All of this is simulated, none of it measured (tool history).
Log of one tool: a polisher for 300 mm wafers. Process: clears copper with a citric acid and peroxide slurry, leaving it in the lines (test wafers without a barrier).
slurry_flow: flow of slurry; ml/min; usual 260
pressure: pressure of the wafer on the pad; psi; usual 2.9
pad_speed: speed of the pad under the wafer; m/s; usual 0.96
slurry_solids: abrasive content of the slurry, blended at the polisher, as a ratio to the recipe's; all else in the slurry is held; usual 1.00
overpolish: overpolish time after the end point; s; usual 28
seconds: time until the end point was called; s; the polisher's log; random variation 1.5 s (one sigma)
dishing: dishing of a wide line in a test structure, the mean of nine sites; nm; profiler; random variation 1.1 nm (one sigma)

run	hour	slurry_flow	pressure	pad_speed	slurry_solids	overpolish	incoming thickness of the incoming film, nm	seconds	dishing
1	0.0	260	2.9	0.96	1.00	28	263.4	107.1	46.5
2	60.4	260	2.9	0.96	1.00	28	259.8	106.2	48.1
# hour 64.9: slurry blender recalibrated
3	111.7	260	2.9	0.96	1.00	28	258.9	104.4	49.3
4	151.8	260	2.9	0.96	1.00	28	259.8	106.7	47.4
# hour 185.7: worn pad replaced by a new one
5	257.8	260	2.9	0.96	1.00	28	260.2	113.5	48.2
6	327.8	260	2.9	0.96	1.00	28	263.6	111.0	45.7
# hour 343.1: slurry blender recalibrated
7	363.3	260	2.9	1.08	1.00	28	260.8	99.2	49.7
# hour 376.6: head pressure recalibrated
8	418.5	260	2.9	0.74	1.00	40	263.9	124.1	57.1
# hour 454.4: worn pad replaced by a new one
9	460.0	285	2.9	0.96	1.00	22	256.1	93.4	41.7
10	503.3	285	2.9	0.96	1.00	22	260.4	96.8	41.8
11	549.9	285	2.9	0.96	1.00	22	263.6	100.4	41.7
12	578.0	190	2.1	0.96	1.00	44	260.1	139.2	54.6
# hour 609.4: slurry blender recalibrated
13	648.0	260	2.9	0.96	1.00	28	256.0	96.3	50.8
# hour 698.9: slurry nozzle cleaned
# hour 703.6: worn pad replaced by a new one, of another model than before
14	708.8	260	2.9	0.96	1.00	28	261.1	101.3	50.8
15	736.1	185	2.0	0.96	1.00	28	262.7	142.9	35.8
16	795.9	260	3.5	1.14	1.20	28	259.4	73.7	66.0
17	829.6	205	2.9	0.70	1.00	37	261.1	125.5	53.5
18	865.4	310	2.9	0.96	0.90	28	256.4	97.4	49.9
# hour 886.4: slurry blender recalibrated
19	897.3	260	2.9	0.96	1.00	28	257.4	102.0	48.8
20	940.2	260	2.9	0.96	1.00	28	261.5	102.7	51.0
# hour 986.1: worn pad replaced by a new one
21	986.6	210	2.9	0.96	1.00	32	261.8	106.3	55.1
22	1015.6	230	2.9	1.24	1.00	28	258.8	87.9	55.4
23	1047.2	195	3.4	0.96	1.15	14	259.3	93.1	29.6

Hidden state or all else? Some run-to-run changes of seconds, split into what the settings, what came in and random variation would give without the hidden state, and what is left for the hidden state (with any gauge scatter that isn't in both results):
The hidden state here: removal rate lost through wear of the pad, %; slurry flow missing at the pad, %; deviation of the head's pressure from its setpoint, %; abrasive missing from the slurry, %.
Run 4 -> 5: worn pad replaced by a new one. seconds +6.8 s: hidden state +2.5, all else +4.3.
Run 7 -> 8: pad_speed 1.08 -> 0.74, overpolish 28 -> 40, head pressure recalibrated. seconds +24.9 s: hidden state -11.9, all else +36.8.
Run 15 -> 16: slurry_flow 185 -> 260, pressure 2.0 -> 3.5, pad_speed 0.96 -> 1.14, slurry_solids 1.00 -> 1.20. seconds -69.2 s: hidden state -0.3, all else -68.9.
Run 16 -> 17: slurry_flow 260 -> 205, pressure 3.5 -> 2.9, pad_speed 1.14 -> 0.70, slurry_solids 1.20 -> 1.00, overpolish 28 -> 37. seconds +51.8 s: hidden state +0.8, all else +51.0.
